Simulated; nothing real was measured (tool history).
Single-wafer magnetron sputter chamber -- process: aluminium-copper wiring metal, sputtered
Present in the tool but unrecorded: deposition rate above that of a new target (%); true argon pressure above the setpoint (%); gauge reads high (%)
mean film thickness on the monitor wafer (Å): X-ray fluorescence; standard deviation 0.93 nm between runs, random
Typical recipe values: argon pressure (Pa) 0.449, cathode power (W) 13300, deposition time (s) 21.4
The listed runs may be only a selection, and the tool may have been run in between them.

run,hour,argon pressure (Pa),cathode power (W),deposition time (s),wafers since the last listed run,wafers on the sputter target,hours since the last manometer calibration,hours since the magnet pack was replaced,hours since the gauge calibration,"read-back reference wafer on the same gauge, thickness_nm",mean film thickness on the monitor wafer (Å)
1,0.0,0.449,13300,21.4,0,757,1024.4,8382.0,37.8,426.593,4254.99
2,15.4,0.449,13300,21.4,287,1045,1039.8,8397.4,53.2,426.811,4259.48
3,26.3,0.449,13300,21.4,203,1249,1050.7,8408.3,64.1,427.207,4287.35
4,32.3,0.449,13300,21.4,112,1361,1056.7,8414.3,70.1,427.029,4264.90
5,42.4,0.449,13300,21.4,188,1550,1066.8,8424.4,80.2,426.949,4266.63
6,57.6,0.449,13300,24.1,284,1834,1082.0,8439.6,95.4,427.116,4831.87
7,86.2,0.449,13300,24.1,534,2369,1110.6,8468.2,124.0,426.653,4805.98
8,96.8,0.449,13300,21.4,198,2567,1121.2,8478.8,134.6,426.882,4271.15
9,105.8,0.449,13300,21.4,168,2735,1130.2,8487.8,143.6,426.856,4278.96
# hour 116.0: capacitance manometer re-zeroed and calibrated
10,116.5,0.449,13300,21.4,50,2786,0.5,8498.5,154.3,426.772,4116.16
11,121.3,0.396,11000,24.1,89,2875,5.3,8503.3,159.1,427.068,4350.13
12,132.3,0.449,16450,22.9,205,3081,16.3,8514.3,170.1,427.195,4973.24
13,149.4,0.308,13300,21.4,319,3401,33.4,8531.4,187.2,426.669,4447.08
# hour 167.5: sputter target and shields replaced
# hour 174.1: magnet pack replaced, of another model than before
14,174.6,0.384,13300,21.4,197,8,58.6,0.5,212.4,426.852,4380.09
15,174.9,0.449,13300,21.4,5,14,58.9,0.8,212.7,426.740,4117.77
# hour 176.7: gauge calibrated
16,178.3,0.449,13300,21.4,63,77,62.3,4.2,1.6,426.883,4131.15
17,186.0,0.349,13300,21.4,143,221,70.0,11.9,9.3,426.980,4521.55
18,193.1,0.449,13300,21.4,132,354,77.1,19.0,16.4,427.241,4143.18
19,208.1,0.449,13300,21.4,280,635,92.1,34.0,31.4,426.786,4148.82
20,222.7,0.449,11350,21.4,272,908,106.7,48.6,46.0,426.767,3817.43
21,238.3,0.306,11150,17.5,291,1199,122.3,64.2,61.6,427.181,3510.18

What if the next run were any one of these 5? Each begins from the tool's condition after run 21:
A,238.7,0.449,13300,21.4,7,1207,122.7,64.6,62.0,?,?
B,238.7,0.449,14750,24.1,7,1207,122.7,64.6,62.0,?,?
C,238.7,0.449,13300,25.3,7,1207,122.7,64.6,62.0,?,?
D,238.7,0.364,13300,17.6,7,1207,122.7,64.6,62.0,?,?
E,238.7,0.501,11800,23.3,7,1207,122.7,64.6,62.0,?,?

run,"read-back reference wafer on the same gauge, thickness_nm",mean film thickness on the monitor wafer (Å)
A,426.898,4152.76
B,426.898,4945.92
C,426.898,4909.57
D,426.898,3679.41
E,426.898,4067.06
With the hidden condition removed and each run's random variation left untouched, the same runs would have given:
run,mean film thickness on the monitor wafer (Å)
A,4143.95
B,4935.43
C,4899.15
D,3673.93
E,4056.94

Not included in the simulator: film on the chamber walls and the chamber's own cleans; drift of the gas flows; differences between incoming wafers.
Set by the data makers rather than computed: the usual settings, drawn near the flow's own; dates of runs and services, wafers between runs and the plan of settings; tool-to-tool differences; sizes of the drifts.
